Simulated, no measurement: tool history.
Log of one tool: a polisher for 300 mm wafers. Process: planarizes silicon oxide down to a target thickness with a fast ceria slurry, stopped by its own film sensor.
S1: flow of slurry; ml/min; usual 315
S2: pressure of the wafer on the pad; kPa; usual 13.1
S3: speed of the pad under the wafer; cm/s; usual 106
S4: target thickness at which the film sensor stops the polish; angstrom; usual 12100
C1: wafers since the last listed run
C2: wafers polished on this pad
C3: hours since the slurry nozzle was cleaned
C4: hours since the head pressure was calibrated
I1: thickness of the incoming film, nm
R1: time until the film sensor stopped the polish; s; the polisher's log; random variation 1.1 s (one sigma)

| run | hour | S1 | S2 | S3 | S4 | C1 | C2 | C3 | C4 | I1 | R1 |
|---|---|---|---|---|---|---|---|---|---|---|---|
| 1 | 0 | 350 | 13.1 | 106 | 12100 | 0 | 11 | 136 | 1363.7 | 1880 | 60.2 |
| 2 | 48.4 | 350 | 13.1 | 106 | 12100 | 340 | 352 | 184.4 | 1412.1 | 1905.9 | 62.8 |
| 3 | 135.6 | 350 | 13.1 | 106 | 12100 | 614 | 966 | 271.6 | 1499.3 | 1870.8 | 59.6 |
| 4 | 236.7 | 315 | 13.1 | 106 | 12100 | 712 | 1679 | 372.7 | 1600.4 | 1883.8 | 62.8 |
| 5 | 278.6 | 315 | 13.1 | 106 | 12100 | 295 | 1974 | 414.6 | 1642.3 | 1887.4 | 64 |
|  | 340.5 | head pressure recalibrated |
| 6 | 341.7 | 315 | 13.1 | 106 | 12100 | 430 | 2404 | 477.7 | 1.2 | 1884.2 | 66.7 |
|  | 363.6 | slurry nozzle cleaned |
| 7 | 391.4 | 315 | 13.1 | 106 | 12100 | 343 | 2747 | 27.8 | 50.9 | 1871.9 | 65.7 |
| 8 | 445.7 | 315 | 13.1 | 106 | 12100 | 382 | 3130 | 82.1 | 105.2 | 1881.4 | 68.2 |
|  | 482.2 | worn pad replaced by a new one |
| 9 | 497.3 | 315 | 13.1 | 106 | 12100 | 335 | 106 | 133.7 | 156.8 | 1903 | 61 |
| 10 | 560 | 315 | 15.2 | 106 | 12100 | 441 | 547 | 196.4 | 219.5 | 1879.8 | 52.9 |
| 11 | 659.6 | 315 | 15.2 | 106 | 12100 | 701 | 1249 | 296 | 319.1 | 1875.9 | 54.4 |
| 12 | 748.1 | 315 | 13.1 | 106 | 12100 | 623 | 1872 | 384.5 | 407.6 | 1884 | 65.2 |
|  | 781.3 | slurry nozzle cleaned |
| 13 | 832.6 | 315 | 13.1 | 106 | 12100 | 588 | 2460 | 51.3 | 492.1 | 1897.5 | 67.5 |
| 14 | 871.7 | 315 | 13.1 | 106 | 12100 | 275 | 2736 | 90.4 | 531.2 | 1862 | 64.5 |
|  | 928.7 | worn pad replaced by a new one |
| 15 | 948.5 | 225 | 17.9 | 82 | 12100 | 512 | 139 | 167.2 | 608 | 1862.2 | 57.9 |
| 16 | 990 | 315 | 15.2 | 106 | 12100 | 292 | 431 | 208.7 | 649.5 | 1883.1 | 52.6 |
| 17 | 1052.4 | 315 | 15.2 | 78 | 12100 | 439 | 871 | 271.1 | 711.9 | 1862.5 | 72.8 |
| 18 | 1159 | 260 | 17.2 | 106 | 12100 | 750 | 1622 | 377.7 | 818.5 | 1858.6 | 48.9 |
| 19 | 1222.8 | 315 | 13.1 | 106 | 12100 | 449 | 2071 | 441.5 | 882.3 | 1896.2 | 68 |
|  | 1244.4 | slurry nozzle cleaned |
| 20 | 1316.9 | 315 | 13.1 | 106 | 10870 | 655 | 2727 | 72.5 | 976.4 | 1876.3 | 78.6 |
|  | 1336.3 | worn pad replaced by a new one |
| 21 | 1368.1 | 315 | 8.3 | 106 | 12100 | 332 | 224 | 123.7 | 1027.6 | 1867.1 | 94.6 |
| 22 | 1660.9 | 315 | 13.1 | 106 | 12100 | 2062 | 2286 | 416.5 | 1320.4 | 1872.7 | 66 |
|  | 1674.3 | slurry nozzle cleaned |
| 23 | 1762.3 | 410 | 13.1 | 106 | 12100 | 707 | 2993 | 88 | 1421.8 | 1878.8 | 63.7 |
|  | 1803.9 | head pressure recalibrated |
| 24 | 1813.1 | 315 | 11 | 82 | 9980 | 343 | 3337 | 138.8 | 9.2 | 1896 | 144.6 |
|  | 1836.3 | worn pad replaced by a new one |
| 25 | 1878.4 | 375 | 10.3 | 106 | 13190 | 431 | 296 | 204.1 | 74.5 | 1875.1 | 64 |
|  | 2163.7 | slurry nozzle cleaned |
| 26 | 2165.8 | 315 | 13.1 | 106 | 12100 | 2017 | 2314 | 2.1 | 361.9 | 1881.1 | 63.5 |
| 27 | 2268.6 | 375 | 15.9 | 88 | 10320 | 724 | 3038 | 104.9 | 464.7 | 1860.8 | 79.9 |
|  | 2325.4 | worn pad replaced by a new one |
| 28 | 2325.9 | 315 | 15.2 | 106 | 14180 | 375 | 3 | 162.2 | 522 | 1881.5 | 35.8 |
| 29 | 2371.4 | 245 | 9 | 106 | 14230 | 320 | 323 | 207.7 | 567.5 | 1869.9 | 61 |

4 ways to go on from here, each from the tool as it stands after run 29. What would each give?
| A | 2371.8 | 315 | 13.1 | 120 | 12100 | 2 | 326 | 208.1 | 567.9 | 1901.2 | ? |
| B | 2371.8 | 400 | 13.1 | 136 | 12930 | 2 | 326 | 208.1 | 567.9 | 1901.2 | ? |
| C | 2371.8 | 235 | 13.1 | 70 | 11060 | 2 | 326 | 208.1 | 567.9 | 1901.2 | ? |
| D | 2371.8 | 250 | 9.7 | 106 | 10270 | 2 | 326 | 208.1 | 567.9 | 1901.2 | ? |

| run | R1 |
|---|---|
| A | 54.9 |
| B | 42 |
| C | 110.8 |
| D | 108.6 |
Without the tool's hidden state the same runs would have given:
| run | R1 |
|---|---|
| A | 54.1 |
| B | 41.3 |
| C | 109 |
| D | 106.9 |
